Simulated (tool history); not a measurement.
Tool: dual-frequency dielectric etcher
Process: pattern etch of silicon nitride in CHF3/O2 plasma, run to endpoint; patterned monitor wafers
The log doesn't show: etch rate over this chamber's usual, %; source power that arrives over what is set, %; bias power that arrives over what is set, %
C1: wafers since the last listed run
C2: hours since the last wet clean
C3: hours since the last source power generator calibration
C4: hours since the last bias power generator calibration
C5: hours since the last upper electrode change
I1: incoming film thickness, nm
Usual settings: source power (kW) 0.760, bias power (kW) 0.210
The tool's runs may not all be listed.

{"run": 1, "hour": 0.0, "source power (kW)": 0.76, "bias power (kW)": 0.21, "C1": 0, "C2": 312.0, "C3": 1941.1, "C4": 3970.3, "C5": 1825.8, "I1": 98.0, "endpoint time (s)": 62.8}
{"run": 2, "hour": 65.8, "source power (kW)": 0.76, "bias power (kW)": 0.21, "C1": 701, "C2": 377.8, "C3": 2006.9, "C4": 4036.1, "C5": 1891.6, "I1": 98.8, "endpoint time (s)": 63.2}
{"run": 3, "hour": 101.9, "source power (kW)": 0.76, "bias power (kW)": 0.195, "C1": 384, "C2": 413.9, "C3": 2043.0, "C4": 4072.2, "C5": 1927.7, "I1": 100.1, "endpoint time (s)": 65.4}
{"hour": 165.8, "done": "wet clean of the chamber"}
{"run": 4, "hour": 166.3, "source power (kW)": 0.76, "bias power (kW)": 0.21, "C1": 430, "C2": 0.5, "C3": 2107.4, "C4": 4136.6, "C5": 1992.1, "I1": 100.8, "endpoint time (s)": 64.7}
{"run": 5, "hour": 191.4, "source power (kW)": 0.76, "bias power (kW)": 0.23, "C1": 267, "C2": 25.6, "C3": 2132.5, "C4": 4161.7, "C5": 2017.2, "I1": 97.9, "endpoint time (s)": 61.7}
{"run": 6, "hour": 231.3, "source power (kW)": 0.76, "bias power (kW)": 0.23, "C1": 425, "C2": 65.5, "C3": 2172.4, "C4": 4201.6, "C5": 2057.1, "I1": 99.0, "endpoint time (s)": 61.9}
{"run": 7, "hour": 293.4, "source power (kW)": 0.63, "bias power (kW)": 0.21, "C1": 661, "C2": 127.6, "C3": 2234.5, "C4": 4263.7, "C5": 2119.2, "I1": 99.8, "endpoint time (s)": 67.5}
{"run": 8, "hour": 340.4, "source power (kW)": 0.63, "bias power (kW)": 0.21, "C1": 501, "C2": 174.6, "C3": 2281.5, "C4": 4310.7, "C5": 2166.2, "I1": 99.4, "endpoint time (s)": 67.3}
{"run": 9, "hour": 381.0, "source power (kW)": 0.87, "bias power (kW)": 0.21, "C1": 432, "C2": 215.2, "C3": 2322.1, "C4": 4351.3, "C5": 2206.8, "I1": 98.6, "endpoint time (s)": 60.8}
{"run": 10, "hour": 412.8, "source power (kW)": 0.66, "bias power (kW)": 0.21, "C1": 338, "C2": 247.0, "C3": 2353.9, "C4": 4383.1, "C5": 2238.6, "I1": 98.9, "endpoint time (s)": 65.9}
{"run": 11, "hour": 481.6, "source power (kW)": 0.66, "bias power (kW)": 0.21, "C1": 733, "C2": 315.8, "C3": 2422.7, "C4": 4451.9, "C5": 2307.4, "I1": 98.7, "endpoint time (s)": 65.7}
{"run": 12, "hour": 524.7, "source power (kW)": 0.66, "bias power (kW)": 0.21, "C1": 459, "C2": 358.9, "C3": 2465.8, "C4": 4495.0, "C5": 2350.5, "I1": 100.0, "endpoint time (s)": 67.1}
{"run": 13, "hour": 564.0, "source power (kW)": 0.76, "bias power (kW)": 0.21, "C1": 418, "C2": 398.2, "C3": 2505.1, "C4": 4534.3, "C5": 2389.8, "I1": 99.8, "endpoint time (s)": 64.6}
{"hour": 618.3, "done": "wet clean of the chamber"}
{"run": 14, "hour": 618.8, "source power (kW)": 0.76, "bias power (kW)": 0.21, "C1": 328, "C2": 0.5, "C3": 2559.9, "C4": 4589.1, "C5": 2444.6, "I1": 98.9, "endpoint time (s)": 63.3}
{"run": 15, "hour": 678.2, "source power (kW)": 0.76, "bias power (kW)": 0.21, "C1": 633, "C2": 59.9, "C3": 2619.3, "C4": 4648.5, "C5": 2504.0, "I1": 99.4, "endpoint time (s)": 63.6}
{"hour": 694.1, "done": "bias power generator calibrated"}
{"run": 16, "hour": 713.9, "source power (kW)": 0.92, "bias power (kW)": 0.231, "C1": 337, "C2": 95.6, "C3": 2655.0, "C4": 19.8, "C5": 2539.7, "I1": 99.4, "endpoint time (s)": 58.2}
{"run": 17, "hour": 755.4, "source power (kW)": 0.82, "bias power (kW)": 0.187, "C1": 442, "C2": 137.1, "C3": 2696.5, "C4": 61.3, "C5": 2581.2, "I1": 100.0, "endpoint time (s)": 64.6}
{"run": 18, "hour": 780.7, "source power (kW)": 0.87, "bias power (kW)": 0.176, "C1": 269, "C2": 162.4, "C3": 2721.8, "C4": 86.6, "C5": 2606.5, "I1": 98.5, "endpoint time (s)": 63.0}
{"run": 19, "hour": 834.8, "source power (kW)": 0.87, "bias power (kW)": 0.225, "C1": 576, "C2": 216.5, "C3": 2775.9, "C4": 140.7, "C5": 2660.6, "I1": 99.2, "endpoint time (s)": 59.8}
{"run": 20, "hour": 862.1, "source power (kW)": 0.94, "bias power (kW)": 0.256, "C1": 291, "C2": 243.8, "C3": 2803.2, "C4": 168.0, "C5": 2687.9, "I1": 98.7, "endpoint time (s)": 56.3}
{"run": 21, "hour": 902.1, "source power (kW)": 0.82, "bias power (kW)": 0.187, "C1": 426, "C2": 283.8, "C3": 2843.2, "C4": 208.0, "C5": 2727.9, "I1": 99.1, "endpoint time (s)": 64.1}
{"run": 22, "hour": 942.8, "source power (kW)": 0.76, "bias power (kW)": 0.161, "C1": 433, "C2": 324.5, "C3": 2883.9, "C4": 248.7, "C5": 2768.6, "I1": 99.1, "endpoint time (s)": 67.6}
{"run": 23, "hour": 973.1, "source power (kW)": 0.76, "bias power (kW)": 0.21, "C1": 322, "C2": 354.8, "C3": 2914.2, "C4": 279.0, "C5": 2798.9, "I1": 98.7, "endpoint time (s)": 63.0}
{"hour": 983.8, "done": "source power generator calibrated"}
{"hour": 1038.0, "done": "upper electrode replaced"}
{"run": 24, "hour": 1038.5, "source power (kW)": 0.76, "bias power (kW)": 0.21, "C1": 398, "C2": 420.2, "C3": 54.7, "C4": 344.4, "C5": 0.5, "I1": 99.9, "endpoint time (s)": 64.3}
{"run": 25, "hour": 1092.7, "source power (kW)": 0.61, "bias power (kW)": 0.21, "C1": 577, "C2": 474.4, "C3": 108.9, "C4": 398.6, "C5": 54.7, "I1": 99.5, "endpoint time (s)": 68.2}
{"run": 26, "hour": 1141.4, "source power (kW)": 0.86, "bias power (kW)": 0.193, "C1": 519, "C2": 523.1, "C3": 157.6, "C4": 447.3, "C5": 103.4, "I1": 99.3, "endpoint time (s)": 62.3}
{"hour": 1179.6, "done": "wet clean of the chamber"}
{"run": 27, "hour": 1193.6, "source power (kW)": 0.76, "bias power (kW)": 0.19, "C1": 300, "C2": 14.0, "C3": 209.8, "C4": 499.5, "C5": 155.6, "I1": 100.2, "endpoint time (s)": 66.3}
{"run": 28, "hour": 1222.1, "source power (kW)": 0.81, "bias power (kW)": 0.21, "C1": 303, "C2": 42.5, "C3": 238.3, "C4": 528.0, "C5": 184.1, "I1": 99.7, "endpoint time (s)": 62.5}
{"run": 29, "hour": 1318.9, "source power (kW)": 0.76, "bias power (kW)": 0.21, "C1": 1031, "C2": 139.3, "C3": 335.1, "C4": 624.8, "C5": 280.9, "I1": 99.2, "endpoint time (s)": 64.0}
{"run": 30, "hour": 1345.6, "source power (kW)": 0.69, "bias power (kW)": 0.183, "C1": 284, "C2": 166.0, "C3": 361.8, "C4": 651.5, "C5": 307.6, "I1": 100.1, "endpoint time (s)": 68.7}
{"run": 31, "hour": 1403.8, "source power (kW)": 0.76, "bias power (kW)": 0.21, "C1": 620, "C2": 224.2, "C3": 420.0, "C4": 709.7, "C5": 365.8, "I1": 100.0, "endpoint time (s)": 63.9}

The tool's hidden state at each run:
etch rate over this chamber's usual, %: 0 in every run
source power that arrives over what is set, %: 0 in every run
bias power that arrives over what is set, %: 0 in every run
